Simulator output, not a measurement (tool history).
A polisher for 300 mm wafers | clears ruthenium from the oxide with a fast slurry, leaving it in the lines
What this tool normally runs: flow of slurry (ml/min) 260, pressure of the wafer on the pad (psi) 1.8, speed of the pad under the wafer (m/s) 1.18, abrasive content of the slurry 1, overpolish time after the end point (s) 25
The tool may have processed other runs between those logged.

run	hour	flow of slurry (ml/min)	pressure of the wafer on the pad (psi)	speed of the pad under the wafer (m/s)	abrasive content of the slurry	overpolish time after the end point (s)	incoming thickness of the incoming film, nm	time until the end point was called (s)	dishing of a wide line in a test structure (nm)
1	0	260	1.8	1.18	1	25	288.2	113.1	45.3
2	13	260	1.8	1.18	1	25	285.3	113	43
# hour 27.9: slurry nozzle cleaned
3	29.1	260	1.8	1.02	1	25	293.5	134.2	39.2
4	37.1	260	1.8	1.02	1	25	290.3	133.9	38.6
# hour 42: worn pad replaced by a new one, of another model than before
5	47.2	260	1.8	1.18	1	25	286.3	101.9	46.8
# hour 52.6: slurry blender recalibrated
6	61.9	260	1.8	1.18	1	25	288.6	105.2	44.3
# hour 89.2: head pressure recalibrated
7	89.7	260	1.8	1.18	1	25	284.8	105.6	44.4
8	101.5	260	1.8	1.18	1	25	290.9	111.2	44.6
9	108.7	260	1.8	1.18	1	25	296.6	110.1	44.9
10	117.6	260	1.8	1.18	1	25	287.2	115.5	44.1
11	126	260	1.8	1.34	1	30	287.3	101.2	53.3
12	133.7	230	1.8	1.08	1	35	294.4	122.7	52.9
# hour 145.8: worn pad replaced by a new one
13	149.8	350	1.8	1.18	1.25	25	292.2	88.5	50.5
14	165.6	260	2.1	1.18	0.75	25	286.8	104	46.9
15	173	205	1.8	0.92	0.9	25	288.3	131.7	38.9
16	179.6	260	2.2	1.18	1.3	37	290.7	77.2	66.6
17	188.6	260	1.4	0.86	1.15	25	287.7	159.4	33.6
18	198.5	260	2.1	1.4	0.8	21	294.1	94.2	44.4
19	212.4	260	1.8	1.18	1	25	287.6	107.3	44.1
20	226.4	260	1.8	1.18	1	25	290.1	113.8	44.4
21	232.6	330	2.1	1.18	1	25	293.2	94.5	50.2
22	245.2	260	1.8	1.18	1	25	288.7	110.1	44.1
# hour 256.5: worn pad replaced by a new one
23	257	260	2.2	1.18	1	25	289.2	82.4	52.8
24	261.8	230	1.8	1.08	1	35	288.7	110.1	54.4
# hour 264.4: slurry blender recalibrated
25	268	260	1.8	0.98	1	25	290.5	122.9	41.5
26	281.4	175	2.3	0.98	1	25	289.1	98.3	47.3
27	289.4	260	2.2	1.18	0.9	33	290	95	57.5
28	300.4	220	1.8	1.4	1	25	288.9	103.2	46.4

Below, some changes in time until the end point was called (s) between adjacent runs. For each, the amount present without the hidden state too (settings, incoming material, random variation) and the amount remaining for the hidden state with gauge scatter not shared by both compared results:
Hidden state at play: removal rate lost through wear of the pad, %; slurry flow missing at the pad, %; deviation of the head's pressure from its setpoint, %; abrasive missing from the slurry, %.
Run 4 -> 5: speed of the pad under the wafer (m/s) 1.02 -> 1.18, worn pad replaced by a new one, of another model than before. time until the end point was called (s) -32: hidden state -14.8, all else -17.2.
Run 12 -> 13: flow of slurry (ml/min) 230 -> 350, speed of the pad under the wafer (m/s) 1.08 -> 1.18, abrasive content of the slurry 1 -> 1.25, overpolish time after the end point (s) 35 -> 25, worn pad replaced by a new one. time until the end point was called (s) -34.2: hidden state -13.4, all else -20.8.
Run 16 -> 17: pressure of the wafer on the pad (psi) 2.2 -> 1.4, speed of the pad under the wafer (m/s) 1.18 -> 0.86, abrasive content of the slurry 1.3 -> 1.15, overpolish time after the end point (s) 37 -> 25. time until the end point was called (s) +82.2: hidden state +8.1, all else +74.1.
Run 17 -> 18: pressure of the wafer on the pad (psi) 1.4 -> 2.1, speed of the pad under the wafer (m/s) 0.86 -> 1.4, abrasive content of the slurry 1.15 -> 0.8, overpolish time after the end point (s) 25 -> 21. time until the end point was called (s) -65.2: hidden state -4.9, all else -60.3.
